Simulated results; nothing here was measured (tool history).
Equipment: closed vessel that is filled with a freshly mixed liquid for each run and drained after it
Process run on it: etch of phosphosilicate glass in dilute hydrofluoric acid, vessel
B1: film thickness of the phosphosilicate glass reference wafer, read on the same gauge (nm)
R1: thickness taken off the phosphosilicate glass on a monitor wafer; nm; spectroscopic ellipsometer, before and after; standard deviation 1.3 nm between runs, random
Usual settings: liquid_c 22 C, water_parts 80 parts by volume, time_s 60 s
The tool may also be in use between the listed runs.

run 1 day=0 | liquid_c=22 water_parts=80 time_s=60 | B1=29.98 | R1=118.83
run 2 day=1.962 | liquid_c=22 water_parts=80 time_s=60 | B1=29.97 | R1=117.81
run 3 day=4.838 | liquid_c=22 water_parts=80 time_s=60 | B1=30.01 | R1=116.02
run 4 day=7.104 | liquid_c=22 water_parts=80 time_s=60 | B1=29.96 | R1=117.22
run 5 day=8.85 | liquid_c=25.5 water_parts=80 time_s=60 | B1=29.97 | R1=132.53
run 6 day=11.683 | liquid_c=25.5 water_parts=80 time_s=60 | B1=30.02 | R1=132.81
-- day=13.446 hydrofluoric acid flow meter replaced
run 7 day=14.296 | liquid_c=22 water_parts=80 time_s=60 | B1=30 | R1=121.77
run 8 day=17.204 | liquid_c=22 water_parts=80 time_s=60 | B1=29.98 | R1=122.68
run 9 day=18.421 | liquid_c=22 water_parts=115 time_s=60 | B1=29.96 | R1=80.68
-- day=18.671 thermometer replaced
run 10 day=26.479 | liquid_c=19 water_parts=80 time_s=70 | B1=30.04 | R1=130.16
run 11 day=35.033 | liquid_c=22 water_parts=90 time_s=60 | B1=30.02 | R1=108.5
run 12 day=37.496 | liquid_c=22 water_parts=80 time_s=35 | B1=29.98 | R1=71.05
run 13 day=40.271 | liquid_c=18.5 water_parts=115 time_s=80 | B1=29.96 | R1=92.63
run 14 day=41.529 | liquid_c=22 water_parts=65 time_s=45 | B1=29.99 | R1=111.07
run 15 day=44.475 | liquid_c=17.5 water_parts=90 time_s=60 | B1=30.01 | R1=85.57
-- day=44.533 hydrofluoric acid flow meter replaced
run 16 day=46.233 | liquid_c=25 water_parts=110 time_s=90 | B1=29.98 | R1=156.77
run 17 day=48.325 | liquid_c=22 water_parts=90 time_s=60 | B1=29.97 | R1=115.02
run 18 day=49.796 | liquid_c=25 water_parts=105 time_s=60 | B1=29.97 | R1=106.51
run 19 day=51.638 | liquid_c=22 water_parts=105 time_s=60 | B1=30 | R1=94.61
run 20 day=52.688 | liquid_c=22 water_parts=95 time_s=70 | B1=30.01 | R1=124.12
run 21 day=53.95 | liquid_c=26.5 water_parts=115 time_s=45 | B1=30.04 | R1=76.22
run 22 day=55.392 | liquid_c=22 water_parts=45 time_s=60 | B1=30.02 | R1=235.26
-- day=57 gauge calibrated
run 23 day=63.992 | liquid_c=25.5 water_parts=40 time_s=75 | B1=29.99 | R1=374.46
run 24 day=66.721 | liquid_c=22 water_parts=95 time_s=70 | B1=29.99 | R1=117.6
run 25 day=68.442 | liquid_c=22 water_parts=70 time_s=60 | B1=30.01 | R1=139.93
run 26 day=70.171 | liquid_c=22 water_parts=110 time_s=60 | B1=29.99 | R1=84.15
run 27 day=71.3 | liquid_c=22 water_parts=80 time_s=45 | B1=29.99 | R1=89.28
run 28 day=74.258 | liquid_c=22 water_parts=80 time_s=60 | B1=30.04 | R1=118.34
run 29 day=76.975 | liquid_c=20.5 water_parts=110 time_s=60 | B1=30.01 | R1=77.16
run 30 day=79.15 | liquid_c=20.5 water_parts=105 time_s=40 | B1=29.98 | R1=54.27
-- day=79.354 hydrofluoric acid flow meter replaced
run 31 day=82.133 | liquid_c=22 water_parts=80 time_s=60 | B1=29.98 | R1=128.36

Give the tool's hidden conditions for every run:
gauge reads high (%): 0 at every run
H1: liquid colder than its thermometer reads (K)
H2: hydrofluoric acid flow below the setpoint (%)
run=1 H1=1.47 H2=5.57
run=2 H1=1.5 H2=6.1
run=3 H1=1.54 H2=6.86
run=4 H1=1.58 H2=7.47
run=5 H1=1.6 H2=7.94
run=6 H1=1.64 H2=8.69
run=7 H1=1.68 H2=1.87
run=8 H1=1.72 H2=2.64
run=9 H1=1.74 H2=2.97
run=10 H1=0.191 H2=5.12
run=11 H1=0.313 H2=7.41
run=12 H1=0.348 H2=8.07
run=13 H1=0.387 H2=8.81
run=14 H1=0.405 H2=9.15
run=15 H1=0.447 H2=9.94
run=16 H1=0.472 H2=0.677
run=17 H1=0.502 H2=1.24
run=18 H1=0.523 H2=1.63
run=19 H1=0.549 H2=2.12
run=20 H1=0.564 H2=2.4
run=21 H1=0.582 H2=2.74
run=22 H1=0.603 H2=3.13
run=23 H1=0.725 H2=5.42
run=24 H1=0.764 H2=6.15
run=25 H1=0.788 H2=6.61
run=26 H1=0.813 H2=7.08
run=27 H1=0.829 H2=7.38
run=28 H1=0.871 H2=8.17
run=29 H1=0.91 H2=8.9
run=30 H1=0.941 H2=9.48
run=31 H1=0.983 H2=0.809

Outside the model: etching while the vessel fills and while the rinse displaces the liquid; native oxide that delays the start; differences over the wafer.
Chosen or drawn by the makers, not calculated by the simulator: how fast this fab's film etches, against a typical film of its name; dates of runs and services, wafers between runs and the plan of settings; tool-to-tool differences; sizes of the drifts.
